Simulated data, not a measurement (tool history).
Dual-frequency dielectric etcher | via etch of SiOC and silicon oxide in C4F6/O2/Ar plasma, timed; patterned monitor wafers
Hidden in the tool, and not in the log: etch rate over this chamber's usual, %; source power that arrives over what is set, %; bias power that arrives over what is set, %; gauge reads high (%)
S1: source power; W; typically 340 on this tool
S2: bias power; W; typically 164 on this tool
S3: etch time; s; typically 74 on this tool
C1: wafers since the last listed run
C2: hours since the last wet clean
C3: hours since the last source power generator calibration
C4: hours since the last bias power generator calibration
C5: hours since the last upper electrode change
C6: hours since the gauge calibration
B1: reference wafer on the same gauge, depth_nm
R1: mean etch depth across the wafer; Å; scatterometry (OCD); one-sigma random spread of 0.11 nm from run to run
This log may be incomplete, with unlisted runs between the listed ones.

| run | hour | S1 | S2 | S3 | C1 | C2 | C3 | C4 | C5 | C6 | B1 | R1 |
|---|---|---|---|---|---|---|---|---|---|---|---|---|
| 1 | 0 | 340 | 164 | 57.5 | 0 | 416.1 | 4320.4 | 1532.6 | 2277.7 | 150.3 | 86.5 | 589 |
| 2 | 24.6 | 340 | 164 | 57.5 | 257 | 440.7 | 4345 | 1557.2 | 2302.3 | 174.9 | 86.4 | 589 |
| 3 | 69.2 | 360 | 164 | 68 | 466 | 485.3 | 4389.6 | 1601.8 | 2346.9 | 219.5 | 86.4 | 711 |
|  | 127.6 | wet clean of the chamber |
| 4 | 128.1 | 360 | 164 | 68 | 365 | 0.5 | 4448.5 | 1660.7 | 2405.8 | 278.4 | 86.4 | 705 |
| 5 | 128.5 | 340 | 149 | 74 | 4 | 0.9 | 4448.9 | 1661.1 | 2406.2 | 278.8 | 86.4 | 740 |
|  | 142.4 | bias power generator calibrated |
| 6 | 146.8 | 340 | 149 | 74 | 149 | 19.2 | 4467.2 | 4.4 | 2424.5 | 297.1 | 86.4 | 746 |
| 7 | 171.9 | 340 | 149 | 74 | 262 | 44.3 | 4492.3 | 29.5 | 2449.6 | 322.2 | 86.4 | 746 |
| 8 | 228.7 | 310 | 164 | 78.5 | 594 | 101.1 | 4549.1 | 86.3 | 2506.4 | 379 | 86.4 | 781 |
| 9 | 262.4 | 380 | 194 | 74 | 352 | 134.8 | 4582.8 | 120 | 2540.1 | 412.7 | 86.4 | 813 |
| 10 | 289.9 | 380 | 194 | 74 | 287 | 162.3 | 4610.3 | 147.5 | 2567.6 | 440.2 | 86.4 | 814 |
| 11 | 308.6 | 410 | 140 | 56.5 | 195 | 181 | 4629 | 166.2 | 2586.3 | 458.9 | 86.4 | 599 |
| 12 | 342.8 | 340 | 149 | 74 | 357 | 215.2 | 4663.2 | 200.4 | 2620.5 | 493.1 | 86.4 | 747 |
|  | 381.7 | upper electrode replaced |
| 13 | 382.2 | 340 | 203 | 63.5 | 161 | 254.6 | 4702.6 | 239.8 | 0.5 | 532.5 | 86.4 | 680 |
| 14 | 384.6 | 340 | 164 | 74 | 25 | 257 | 4705 | 242.2 | 2.9 | 534.9 | 86.4 | 758 |
| 15 | 400.6 | 340 | 164 | 74 | 167 | 273 | 4721 | 258.2 | 18.9 | 550.9 | 86.4 | 759 |
|  | 414.9 | gauge calibrated |
| 16 | 423.9 | 420 | 182 | 74 | 243 | 296.3 | 4744.3 | 281.5 | 42.2 | 9 | 86.4 | 833 |
| 17 | 437.4 | 340 | 164 | 74 | 141 | 309.8 | 4757.8 | 295 | 55.7 | 22.5 | 86.4 | 761 |
| 18 | 461.4 | 340 | 164 | 74 | 251 | 333.8 | 4781.8 | 319 | 79.7 | 46.5 | 86.4 | 760 |
| 19 | 480 | 340 | 164 | 74 | 194 | 352.4 | 4800.4 | 337.6 | 98.3 | 65.1 | 86.4 | 759 |
| 20 | 513.6 | 340 | 194 | 74 | 351 | 386 | 4834 | 371.2 | 131.9 | 98.7 | 86.4 | 786 |
| 21 | 540.3 | 320 | 131 | 74 | 279 | 412.7 | 4860.7 | 397.9 | 158.6 | 125.4 | 86.4 | 719 |
| 22 | 572.5 | 270 | 204 | 74 | 336 | 444.9 | 4892.9 | 430.1 | 190.8 | 157.6 | 86.4 | 738 |
|  | 577.6 | source power generator calibrated |
| 23 | 596.4 | 260 | 148 | 55.5 | 208 | 468.8 | 18.8 | 454 | 214.7 | 181.5 | 86.4 | 515 |
| 24 | 611.6 | 340 | 127 | 74 | 159 | 484 | 34 | 469.2 | 229.9 | 196.7 | 86.4 | 730 |
| 25 | 638.4 | 390 | 177 | 53.5 | 280 | 510.8 | 60.8 | 496 | 256.7 | 223.5 | 86.4 | 585 |
| 26 | 672.3 | 340 | 164 | 74 | 354 | 544.7 | 94.7 | 529.9 | 290.6 | 257.4 | 86.4 | 762 |
| 27 | 687.7 | 400 | 175 | 74 | 161 | 560.1 | 110.1 | 545.3 | 306 | 272.8 | 86.4 | 816 |
| 28 | 712.9 | 340 | 143 | 86 | 263 | 585.3 | 135.3 | 570.5 | 331.2 | 298 | 86.4 | 866 |
|  | 749.8 | wet clean of the chamber |
| 29 | 750.3 | 270 | 125 | 89.5 | 140 | 0.5 | 172.7 | 607.9 | 368.6 | 335.4 | 86.4 | 804 |
| 30 | 833.3 | 340 | 144 | 64 | 868 | 83.5 | 255.7 | 690.9 | 451.6 | 418.4 | 86.4 | 635 |

What differs in the tool's unlogged condition from the final listed run ahead of each entry between runs to the first listed run following it?
Between runs 3 and 4: wet clean of the chamber (hour 127.6)
  etch rate over this chamber's usual, %: 1.07 -> 0.316; bias power that arrives over what is set, %: -4.04 -> -4.08
  difference, measured minus the result without the unlogged condition, R1: +2 -> -3 Å
Between runs 5 and 6: bias power generator calibrated (hour 142.4)
  etch rate over this chamber's usual, %: 0.317 -> 0.353; bias power that arrives over what is set, %: -4.08 -> -0.31
  difference, measured minus the result without the unlogged condition, R1: -3 -> +2 Å
Between runs 12 and 13: upper electrode replaced (hour 381.7)
  etch rate over this chamber's usual, %: 0.745 -> 0.824; bias power that arrives over what is set, %: -1.78 -> -2.02
  difference, measured minus the result without the unlogged condition, R1: +3 -> +3 Å
Between runs 15 and 16: gauge calibrated (hour 414.9)
  etch rate over this chamber's usual, %: 0.861 -> 0.907; bias power that arrives over what is set, %: -2.13 -> -2.26
  difference, measured minus the result without the unlogged condition, R1: +4 -> +4 Å
Between runs 22 and 23: source power generator calibrated (hour 577.6)
  etch rate over this chamber's usual, %: 1.2 -> 1.25; bias power that arrives over what is set, %: -2.98 -> -3.08
  difference, measured minus the result without the unlogged condition, R1: +4 -> +4 Å
Between runs 28 and 29: wet clean of the chamber (hour 749.8)
  etch rate over this chamber's usual, %: 1.48 -> 0.0254; bias power that arrives over what is set, %: -3.52 -> -3.64
  difference, measured minus the result without the unlogged condition, R1: +7 -> -5 Å
